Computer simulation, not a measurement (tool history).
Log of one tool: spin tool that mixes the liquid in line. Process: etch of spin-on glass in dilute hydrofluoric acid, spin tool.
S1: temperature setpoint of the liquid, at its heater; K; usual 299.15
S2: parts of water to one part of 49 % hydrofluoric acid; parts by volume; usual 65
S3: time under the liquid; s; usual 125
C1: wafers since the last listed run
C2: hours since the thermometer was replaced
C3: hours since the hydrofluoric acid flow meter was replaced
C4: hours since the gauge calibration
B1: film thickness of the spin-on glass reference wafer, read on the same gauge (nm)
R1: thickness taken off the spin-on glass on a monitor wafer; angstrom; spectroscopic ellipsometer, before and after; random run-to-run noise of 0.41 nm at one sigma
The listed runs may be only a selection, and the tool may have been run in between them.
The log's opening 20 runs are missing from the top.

run 21 day=65.208 | S1=303.15 S2=90 S3=95 | C1=661 C2=391.1 C3=225.5 C4=360.9 | B1=79.99 | R1=282.5
run 22 day=67.738 | S1=301.15 S2=65 S3=75 | C1=558 C2=451.8 C3=286.2 C4=421.6 | B1=80 | R1=300.7
run 23 day=70.512 | S1=301.15 S2=65 S3=125 | C1=612 C2=518.4 C3=352.8 C4=488.2 | B1=80 | R1=508.8
run 24 day=74.358 | S1=301.15 S2=45 S3=155 | C1=849 C2=610.7 C3=445.1 C4=580.5 | B1=80.02 | R1=937.3
run 25 day=78.046 | S1=297.15 S2=50 S3=125 | C1=814 C2=699.2 C3=533.6 C4=669 | B1=80 | R1=573.4
run 26 day=81.412 | S1=296.15 S2=40 S3=195 | C1=743 C2=780 C3=614.4 C4=749.8 | B1=80 | R1=1108.7
run 27 day=84.592 | S1=296.15 S2=45 S3=185 | C1=702 C2=856.3 C3=690.7 C4=826.1 | B1=80.01 | R1=901.1
-- day=87.4 thermometer replaced
run 28 day=89.812 | S1=299.15 S2=65 S3=175 | C1=1143 C2=57.9 C3=816 C4=951.4 | B1=79.96 | R1=669.7
run 29 day=93.838 | S1=299.15 S2=65 S3=125 | C1=889 C2=154.5 C3=912.6 C4=1048 | B1=80.01 | R1=468.7
run 30 day=96.475 | S1=299.15 S2=65 S3=125 | C1=582 C2=217.8 C3=975.9 C4=1111.3 | B1=80.01 | R1=480.4
run 31 day=105.404 | S1=302.15 S2=35 S3=155 | C1=1972 C2=432.1 C3=1190.2 C4=1325.6 | B1=80.01 | R1=1328
run 32 day=107.117 | S1=294.65 S2=35 S3=125 | C1=378 C2=473.2 C3=1231.3 C4=1366.7 | B1=79.98 | R1=768.1
run 33 day=111.467 | S1=297.15 S2=90 S3=125 | C1=960 C2=577.6 C3=1335.7 C4=1471.1 | B1=79.98 | R1=309.6
run 34 day=114.996 | S1=299.15 S2=65 S3=125 | C1=779 C2=662.3 C3=1420.4 C4=1555.8 | B1=80 | R1=491.9

What if the next run were any one of these 4? Each begins from the tool's condition after run 34:
run A day=115.017 | S1=299.15 S2=65 S3=70 | C1=4 C2=662.8 C3=1420.9 C4=1556.3 | B1=? | R1=?
run B day=115.017 | S1=297.15 S2=80 S3=165 | C1=4 C2=662.8 C3=1420.9 C4=1556.3 | B1=? | R1=?
run C day=115.017 | S1=295.65 S2=75 S3=150 | C1=4 C2=662.8 C3=1420.9 C4=1556.3 | B1=? | R1=?
run D day=115.017 | S1=300.65 S2=45 S3=150 | C1=4 C2=662.8 C3=1420.9 C4=1556.3 | B1=? | R1=?

run=A B1=80 R1=272.5
run=B B1=80 R1=472.7
run=C B1=80 R1=433.8
run=D B1=80 R1=920
Take away the tool's hidden state, keep each run's random variation, and the runs would have read:
run=A R1=253.5
run=B R1=439.4
run=C R1=403.5
run=D R1=857.3
